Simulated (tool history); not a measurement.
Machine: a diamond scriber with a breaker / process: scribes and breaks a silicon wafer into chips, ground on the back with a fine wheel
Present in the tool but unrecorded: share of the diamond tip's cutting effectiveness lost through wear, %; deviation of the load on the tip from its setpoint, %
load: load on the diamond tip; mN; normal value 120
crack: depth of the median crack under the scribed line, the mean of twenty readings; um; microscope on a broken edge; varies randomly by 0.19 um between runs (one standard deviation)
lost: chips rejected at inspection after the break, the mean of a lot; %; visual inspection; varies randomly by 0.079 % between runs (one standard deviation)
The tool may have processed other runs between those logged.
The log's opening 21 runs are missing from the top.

run,hour,load,wafers since the last listed run,hours since the diamond tip was replaced,hours since the load on the tip was calibrated,"incoming depth of the damage left on the back of the incoming wafer, um",crack,lost
22,1715.8,90,117,313.4,70.3,2.56,10.21,10.82
23,1797.9,120,160,395.5,152.4,2.90,12.16,5.10
24,1882.6,141,165,480.2,237.1,1.78,13.01,2.28
25,1962.1,110,154,559.7,316.6,2.07,11.15,6.39
# hour 2029.3: diamond tip replaced by a new one
26,2104.6,150,273,75.3,459.1,1.68,14.81,2.12
27,2182.8,104,152,153.5,537.3,2.18,11.69,4.78
28,2233.8,105,99,204.5,588.3,2.12,11.54,4.77
29,2275.8,120,81,246.5,630.3,2.19,12.31,3.27
30,2332.6,144,110,303.3,687.1,2.65,13.72,2.01
31,2388.2,88,108,358.9,742.7,2.26,10.29,10.27
32,2453.5,147,127,424.2,808.0,2.24,13.74,1.90
33,2531.9,86,152,502.6,886.4,1.68,9.83,10.91
# hour 2591.0: load on the tip recalibrated
34,2591.5,138,112,562.2,0.5,2.12,12.08,3.44
35,2644.8,156,103,615.5,53.8,2.35,13.46,2.47
36,2695.5,120,98,666.2,104.5,2.63,11.08,6.84
# hour 2731.9: diamond tip replaced by a new one
37,2742.2,143,87,10.3,151.2,2.29,14.92,2.15
38,2803.9,101,120,72.0,212.9,2.47,11.71,4.59
39,2841.4,120,73,109.5,250.4,2.79,12.61,3.24
40,2898.5,135,111,166.6,307.5,2.93,13.38,2.86
41,2976.0,120,151,244.1,385.0,2.50,12.25,4.08
42,3076.6,85,196,344.7,485.6,1.71,9.85,12.90

Alternative continuations, all from the tool just after run 42; predict every row:
A,3077.3,151,1,345.4,486.3,2.44,?,?
B,3077.3,108,1,345.4,486.3,2.44,?,?
C,3077.3,137,1,345.4,486.3,2.44,?,?

run,crack,lost
A,13.90,2.03
B,11.35,6.52
C,13.10,2.59
Without the tool's hidden state the same runs would have given:
run,crack,lost
A,16.20,3.58
B,13.23,2.44
C,15.27,2.47
